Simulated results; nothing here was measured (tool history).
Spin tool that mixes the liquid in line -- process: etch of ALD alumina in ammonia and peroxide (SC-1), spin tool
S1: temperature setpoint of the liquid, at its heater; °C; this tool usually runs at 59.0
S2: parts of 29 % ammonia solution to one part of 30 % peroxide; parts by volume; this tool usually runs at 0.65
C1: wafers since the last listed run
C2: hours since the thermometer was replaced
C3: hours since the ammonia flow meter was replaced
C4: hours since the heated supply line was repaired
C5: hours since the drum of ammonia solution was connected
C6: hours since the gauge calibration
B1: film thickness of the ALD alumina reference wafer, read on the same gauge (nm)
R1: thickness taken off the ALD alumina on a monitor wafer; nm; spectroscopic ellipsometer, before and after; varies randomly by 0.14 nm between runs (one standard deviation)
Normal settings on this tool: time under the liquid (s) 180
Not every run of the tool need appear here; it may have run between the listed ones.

run 1 hour=0.0 | S1=59.0 S2=0.65 time_under_the_liquid_(s)=180 | C1=0 C2=462.9 C3=877.1 C4=3820.9 C5=785.6 C6=508.8 | B1=89.99 | R1=15.22
run 2 hour=26.7 | S1=53.5 S2=0.65 time_under_the_liquid_(s)=180 | C1=219 C2=489.6 C3=903.8 C4=3847.6 C5=812.3 C6=535.5 | B1=89.95 | R1=11.06
run 3 hour=50.1 | S1=53.5 S2=0.65 time_under_the_liquid_(s)=180 | C1=191 C2=513.0 C3=927.2 C4=3871.0 C5=835.7 C6=558.9 | B1=89.99 | R1=11.24
run 4 hour=70.7 | S1=59.0 S2=0.65 time_under_the_liquid_(s)=180 | C1=169 C2=533.6 C3=947.8 C4=3891.6 C5=856.3 C6=579.5 | B1=90.00 | R1=14.92
run 5 hour=105.5 | S1=66.5 S2=0.65 time_under_the_liquid_(s)=180 | C1=285 C2=568.4 C3=982.6 C4=3926.4 C5=891.1 C6=614.3 | B1=90.00 | R1=21.74
run 6 hour=129.7 | S1=59.0 S2=0.65 time_under_the_liquid_(s)=120 | C1=198 C2=592.6 C3=1006.8 C4=3950.6 C5=915.3 C6=638.5 | B1=89.99 | R1=9.89
run 7 hour=147.4 | S1=59.0 S2=0.50 time_under_the_liquid_(s)=180 | C1=145 C2=610.3 C3=1024.5 C4=3968.3 C5=933.0 C6=656.2 | B1=89.99 | R1=14.65
run 8 hour=162.3 | S1=59.0 S2=0.65 time_under_the_liquid_(s)=180 | C1=122 C2=625.2 C3=1039.4 C4=3983.2 C5=947.9 C6=671.1 | B1=89.96 | R1=14.77
-- hour=183.1 new drum of ammonia solution connected
-- hour=193.7 thermometer replaced
-- hour=200.2 ammonia flow meter replaced
run 9 hour=215.4 | S1=59.0 S2=0.80 time_under_the_liquid_(s)=180 | C1=411 C2=21.7 C3=15.2 C4=4036.3 C5=32.3 C6=724.2 | B1=89.99 | R1=14.85
run 10 hour=246.1 | S1=59.0 S2=0.65 time_under_the_liquid_(s)=180 | C1=251 C2=52.4 C3=45.9 C4=4067.0 C5=63.0 C6=754.9 | B1=89.98 | R1=14.90
run 11 hour=268.3 | S1=59.0 S2=0.65 time_under_the_liquid_(s)=180 | C1=182 C2=74.6 C3=68.1 C4=4089.2 C5=85.2 C6=777.1 | B1=90.01 | R1=14.85
run 12 hour=298.0 | S1=50.5 S2=0.45 time_under_the_liquid_(s)=285 | C1=243 C2=104.3 C3=97.8 C4=4118.9 C5=114.9 C6=806.8 | B1=90.00 | R1=14.66
run 13 hour=332.1 | S1=59.0 S2=0.65 time_under_the_liquid_(s)=180 | C1=279 C2=138.4 C3=131.9 C4=4153.0 C5=149.0 C6=840.9 | B1=90.04 | R1=14.85
-- hour=335.1 heated supply line repaired
-- hour=340.3 gauge calibrated
run 14 hour=346.7 | S1=67.0 S2=0.55 time_under_the_liquid_(s)=140 | C1=111 C2=153.0 C3=146.5 C4=11.6 C5=163.6 C6=6.4 | B1=90.00 | R1=17.23
run 15 hour=375.1 | S1=59.0 S2=0.75 time_under_the_liquid_(s)=180 | C1=233 C2=181.4 C3=174.9 C4=40.0 C5=192.0 C6=34.8 | B1=90.01 | R1=14.83
run 16 hour=405.3 | S1=56.5 S2=0.40 time_under_the_liquid_(s)=180 | C1=247 C2=211.6 C3=205.1 C4=70.2 C5=222.2 C6=65.0 | B1=89.99 | R1=12.59
run 17 hour=439.1 | S1=59.0 S2=0.65 time_under_the_liquid_(s)=180 | C1=277 C2=245.4 C3=238.9 C4=104.0 C5=256.0 C6=98.8 | B1=89.99 | R1=15.04
run 18 hour=461.1 | S1=51.0 S2=0.65 time_under_the_liquid_(s)=180 | C1=180 C2=267.4 C3=260.9 C4=126.0 C5=278.0 C6=120.8 | B1=89.99 | R1=9.81
run 19 hour=482.2 | S1=53.5 S2=0.75 time_under_the_liquid_(s)=180 | C1=173 C2=288.5 C3=282.0 C4=147.1 C5=299.1 C6=141.9 | B1=89.99 | R1=11.31
run 20 hour=506.5 | S1=59.0 S2=0.65 time_under_the_liquid_(s)=180 | C1=199 C2=312.8 C3=306.3 C4=171.4 C5=323.4 C6=166.2 | B1=90.00 | R1=14.82
run 21 hour=521.8 | S1=52.0 S2=0.65 time_under_the_liquid_(s)=180 | C1=125 C2=328.1 C3=321.6 C4=186.7 C5=338.7 C6=181.5 | B1=89.96 | R1=10.29
run 22 hour=542.5 | S1=66.0 S2=0.45 time_under_the_liquid_(s)=180 | C1=169 C2=348.8 C3=342.3 C4=207.4 C5=359.4 C6=202.2 | B1=90.00 | R1=20.45
run 23 hour=560.5 | S1=55.0 S2=0.50 time_under_the_liquid_(s)=180 | C1=147 C2=366.8 C3=360.3 C4=225.4 C5=377.4 C6=220.2 | B1=89.99 | R1=11.80
run 24 hour=595.5 | S1=65.5 S2=0.75 time_under_the_liquid_(s)=265 | C1=287 C2=401.8 C3=395.3 C4=260.4 C5=412.4 C6=255.2 | B1=89.99 | R1=31.13

What differs in the tool's unlogged condition from the final listed run ahead of each entry between runs to the first listed run following it?
Between runs 8 and 9: new drum of ammonia solution connected (hour 183.1); thermometer replaced (hour 193.7); ammonia flow meter replaced (hour 200.2)
  no hidden state differs between the two runs
Between runs 13 and 14: heated supply line repaired (hour 335.1); gauge calibrated (hour 340.3)
  no hidden state differs between the two runs
